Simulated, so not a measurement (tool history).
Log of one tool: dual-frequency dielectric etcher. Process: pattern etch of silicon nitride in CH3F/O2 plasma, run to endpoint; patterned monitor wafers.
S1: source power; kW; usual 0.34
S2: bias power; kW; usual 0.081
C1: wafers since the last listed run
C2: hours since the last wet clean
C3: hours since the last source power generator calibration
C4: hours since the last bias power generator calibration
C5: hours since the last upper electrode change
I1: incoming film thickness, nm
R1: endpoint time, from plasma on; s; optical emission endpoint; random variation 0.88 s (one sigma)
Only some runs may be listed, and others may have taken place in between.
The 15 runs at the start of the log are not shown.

run	day	S1	S2	C1	C2	C3	C4	C5	I1	R1
16	17.829	0.38	0.092	151	312.4	123.5	116.9	4398.8	103.4	112.1
# day 19.154: wet clean of the chamber
17	19.175	0.36	0.062	47	0.5	155.8	149.2	4431.1	103.9	122.7
18	20.325	0.34	0.081	158	28.1	183.4	176.8	4458.7	102.8	117.6
19	21.117	0.34	0.081	108	47.1	202.4	195.8	4477.7	103.1	118.3
# day 22.958: upper electrode replaced
20	22.979	0.27	0.087	118	91.8	247.1	240.5	0.5	102.8	132.1
21	23.408	0.34	0.073	59	102.1	257.4	250.8	10.8	103.2	123.9
22	24.65	0.27	0.081	170	131.9	287.2	280.6	40.6	102.3	134.1
23	26	0.34	0.081	185	164.3	319.6	313	73	103.4	121.1
24	26.717	0.37	0.071	98	181.5	336.8	330.2	90.2	104.1	121.4
25	27.971	0.36	0.063	172	211.6	366.9	360.3	120.3	103.2	125.8
26	29.162	0.34	0.081	164	240.2	395.5	388.9	148.9	103.1	119.7
27	30.583	0.34	0.081	195	274.3	429.6	423	183	102.9	121.8
28	32.046	0.34	0.081	201	309.4	464.7	458.1	218.1	103	121.5
29	32.796	0.31	0.072	103	327.4	482.7	476.1	236.1	103	134.6
30	34.079	0.34	0.099	176	358.2	513.5	506.9	266.9	102.9	115.9
31	34.679	0.36	0.086	82	372.6	527.9	521.3	281.3	103.4	117.8
# day 35.883: wet clean of the chamber
32	35.9	0.34	0.068	30	0.4	557.2	550.6	310.6	104.1	126.1

Below are 5 alternative next runs, each starting from the tool's condition after run 32. Predict each:
A	35.921	0.29	0.081	2	0.9	557.7	551.1	311.1	102.2	?
B	35.921	0.39	0.074	2	0.9	557.7	551.1	311.1	102.2	?
C	35.921	0.28	0.073	2	0.9	557.7	551.1	311.1	102.2	?
D	35.921	0.34	0.066	2	0.9	557.7	551.1	311.1	102.2	?
E	35.921	0.27	0.073	2	0.9	557.7	551.1	311.1	102.2	?

run	R1
A	128.3
B	111.7
C	135.3
D	124.4
E	138.4
Stripped of hidden state, with their random variation kept, the same runs would have yielded:
run	R1
A	127.7
B	111.2
C	134.7
D	123.8
E	137.8

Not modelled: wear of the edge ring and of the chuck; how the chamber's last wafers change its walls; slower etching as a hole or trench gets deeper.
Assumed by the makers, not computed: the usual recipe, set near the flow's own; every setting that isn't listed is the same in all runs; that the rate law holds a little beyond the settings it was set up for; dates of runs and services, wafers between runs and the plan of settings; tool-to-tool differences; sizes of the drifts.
